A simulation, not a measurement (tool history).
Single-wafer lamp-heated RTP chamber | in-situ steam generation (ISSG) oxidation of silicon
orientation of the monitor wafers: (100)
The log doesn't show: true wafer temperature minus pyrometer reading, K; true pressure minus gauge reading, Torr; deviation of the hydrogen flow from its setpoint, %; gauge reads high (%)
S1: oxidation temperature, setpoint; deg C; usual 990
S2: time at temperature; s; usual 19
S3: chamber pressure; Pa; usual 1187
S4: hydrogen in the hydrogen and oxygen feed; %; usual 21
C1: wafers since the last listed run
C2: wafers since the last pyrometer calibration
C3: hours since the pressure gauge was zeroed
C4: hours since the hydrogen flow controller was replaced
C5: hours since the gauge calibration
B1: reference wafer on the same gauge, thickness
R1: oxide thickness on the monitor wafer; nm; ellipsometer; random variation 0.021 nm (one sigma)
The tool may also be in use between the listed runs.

| run | hour | S1 | S2 | S3 | S4 | C1 | C2 | C3 | C4 | C5 | B1 | R1 |
|---|---|---|---|---|---|---|---|---|---|---|---|---|
| 1 | 0 | 990 | 19 | 1187 | 21 | 0 | 4211 | 1704.8 | 1739 | 432 | 4.37 | 5.013 |
| 2 | 53.3 | 990 | 13 | 1280 | 21 | 587 | 4799 | 1758.1 | 1792.3 | 485.3 | 4.367 | 4.214 |
| 3 | 92.9 | 990 | 13 | 1280 | 21 | 436 | 5236 | 1797.7 | 1831.9 | 524.9 | 4.367 | 4.202 |
| 4 | 121.7 | 990 | 13 | 1280 | 21 | 317 | 5553 | 1826.5 | 1860.7 | 553.7 | 4.371 | 4.182 |
| 5 | 188.7 | 990 | 19 | 1080 | 21 | 739 | 6292 | 1893.5 | 1927.7 | 620.7 | 4.37 | 5.03 |
| 6 | 227.1 | 990 | 19 | 1080 | 21 | 423 | 6716 | 1931.9 | 1966.1 | 659.1 | 4.372 | 5.052 |
| 7 | 260.5 | 990 | 19 | 1080 | 21 | 368 | 7084 | 1965.3 | 1999.5 | 692.5 | 4.373 | 5.009 |
| 8 | 301.5 | 979 | 19 | 1187 | 21 | 452 | 7537 | 2006.3 | 2040.5 | 733.5 | 4.37 | 4.839 |
|  | 333.4 | hydrogen flow controller replaced |
|  | 405.3 | pyrometer window cleaned and pyrometer calibrated |
| 9 | 451.8 | 990 | 19 | 1187 | 21 | 1481 | 512 | 2156.6 | 118.4 | 883.8 | 4.366 | 5.16 |
| 10 | 512.7 | 1002 | 19 | 1187 | 14 | 671 | 1184 | 2217.5 | 179.3 | 944.7 | 4.368 | 4.95 |
| 11 | 607.1 | 990 | 24 | 1187 | 21 | 1041 | 2225 | 2311.9 | 273.7 | 1039.1 | 4.371 | 5.801 |
| 12 | 657 | 973 | 24 | 1187 | 29 | 550 | 2776 | 2361.8 | 323.6 | 1089 | 4.371 | 5.78 |
| 13 | 717.9 | 1006 | 14 | 1253 | 28 | 671 | 3447 | 2422.7 | 384.5 | 1149.9 | 4.366 | 5.109 |
| 14 | 761.1 | 976 | 22 | 1107 | 14 | 476 | 3924 | 2465.9 | 427.7 | 1193.1 | 4.374 | 4.808 |
|  | 790.1 | pyrometer window cleaned and pyrometer calibrated, repeated, since the last time left the tool worse |
| 15 | 829.4 | 973 | 14 | 1013 | 27 | 665 | 433 | 2534.2 | 496 | 1261.4 | 4.368 | 4.383 |

Run 16 comes next. What will it give?
|  | 872.4 | gauge calibrated |
| 16 | 884.4 | 1007 | 15 | 1267 | 13 | 606 | 1040 | 2589.2 | 551 | 12 | ? | ? |

{"run 16": {"B1": 4.373, "R1": 4.241}}
Without the tool's hidden state the same run would have given R1 4.235 nm.
